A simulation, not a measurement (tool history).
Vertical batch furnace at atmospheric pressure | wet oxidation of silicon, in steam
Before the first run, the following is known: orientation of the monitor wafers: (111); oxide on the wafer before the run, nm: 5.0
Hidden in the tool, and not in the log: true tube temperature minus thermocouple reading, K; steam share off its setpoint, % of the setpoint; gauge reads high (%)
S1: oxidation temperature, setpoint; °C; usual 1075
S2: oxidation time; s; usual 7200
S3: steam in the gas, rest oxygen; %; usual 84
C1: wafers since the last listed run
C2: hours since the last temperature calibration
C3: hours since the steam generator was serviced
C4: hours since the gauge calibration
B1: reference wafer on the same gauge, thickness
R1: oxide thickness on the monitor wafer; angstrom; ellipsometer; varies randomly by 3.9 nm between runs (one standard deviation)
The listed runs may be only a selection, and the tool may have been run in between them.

run,hour,S1,S2,S3,C1,C2,C3,C4,B1,R1
1,0,1069,8640,84,0,3629.3,1098.8,8,767.89,9025.2
2,13.5,1069,8640,84,106,3642.8,1112.3,21.5,768.15,8938.2
3,34.3,1061,7200,84,163,3663.6,1133.1,42.3,767.72,7940.4
4,44.3,1075,7200,84,78,3673.6,1143.1,52.3,768.08,8373.1
5,66.5,1075,7200,84,174,3695.8,1165.3,74.5,768.3,8339.4
6,79.7,1075,7200,84,104,3709,1178.5,87.7,767.91,8310.4
7,92.4,1075,6240,84,100,3721.7,1191.2,100.4,767.74,7725.7
8,101.3,1075,6240,84,70,3730.6,1200.1,109.3,768.57,7695.4
9,113,1075,6240,84,92,3742.3,1211.8,121,767.87,7707.6
10,126.3,1095,7200,87,104,3755.6,1225.1,134.3,767.93,9018.8
11,145.4,1095,7200,87,150,3774.7,1244.2,153.4,769.16,9117.5
12,161,1075,9540,84,122,3790.3,1259.8,169,766.84,9769.7
13,172.5,1075,9540,84,90,3801.8,1271.3,180.5,768.17,9728.5
14,183.4,1088,7200,81,85,3812.7,1282.2,191.4,767.79,8518.7
# hour 210.5: thermocouples replaced and temperature profile calibrated
15,211,1075,7200,84,28,0.5,1309.8,219,768.37,8283.5
16,216.5,1053,4560,84,43,6,1315.3,224.5,768.3,5944.8
17,229.2,1075,7200,84,100,18.7,1328,237.2,767.72,8381
18,239.1,1064,3900,84,78,28.6,1337.9,247.1,767.19,5703
19,255.8,1075,7200,84,131,45.3,1354.6,263.8,768.46,8326
20,266.9,1075,7200,89,87,56.4,1365.7,274.9,767.83,8646.5
21,284.8,1075,10110,96,141,74.3,1383.6,292.8,766.82,10627.9
22,292.7,1075,10110,95,62,82.2,1391.5,300.7,768.45,10729.2
# hour 316.9: steam generator serviced
23,317.4,1075,9180,84,5,106.9,0.5,325.4,768.61,9488.9
24,325.7,1059,5100,84,65,115.2,8.8,333.7,766.82,6550.8
25,340.6,1089,4590,76,117,130.1,23.7,348.6,768.27,6460.1
26,358.4,1075,7200,84,140,147.9,41.5,366.4,769.19,8294.2
27,379.2,1068,3900,84,163,168.7,62.3,387.2,768.36,5786.3
# hour 380.4: gauge calibrated
28,402.3,1075,9270,95,182,191.8,85.4,21.9,767.12,10205.9
29,412,1075,7200,84,76,201.5,95.1,31.6,768.44,8293.8
30,420.5,1075,7200,91,66,210,103.6,40.1,766.92,8738.8
31,434.3,1075,6090,84,108,223.8,117.4,53.9,767.27,7644.1
32,454.8,1067,9810,94,161,244.3,137.9,74.4,768.1,10182.9
33,473,1093,8790,90,143,262.5,156.1,92.6,768.69,10161
34,492.1,1075,9120,78,150,281.6,175.2,111.7,767.41,9045.7
35,547,1075,7200,84,432,336.5,230.1,166.6,768.02,8373
36,562.5,1061,10110,84,122,352,245.6,182.1,767.83,9585.5
37,571.4,1075,10410,72,70,360.9,254.5,191,768.21,9392.1
38,593.8,1075,9690,76,176,383.3,276.9,213.4,767.44,9294.2
39,615.1,1075,7200,88,167,404.6,298.2,234.7,769.2,8592.5

Across each entry between runs, compare the hidden state at the last listed run before it with the hidden state at the first listed run after it:
In the gap between runs 14 and 15: thermocouples replaced and temperature profile calibrated (hour 210.5)
  no difference in the tool's unlogged condition between these two runs
In the gap between runs 22 and 23: steam generator serviced (hour 316.9)
  no difference in the tool's unlogged condition between these two runs
In the gap between runs 27 and 28: gauge calibrated (hour 380.4)
  no difference in the tool's unlogged condition between these two runs

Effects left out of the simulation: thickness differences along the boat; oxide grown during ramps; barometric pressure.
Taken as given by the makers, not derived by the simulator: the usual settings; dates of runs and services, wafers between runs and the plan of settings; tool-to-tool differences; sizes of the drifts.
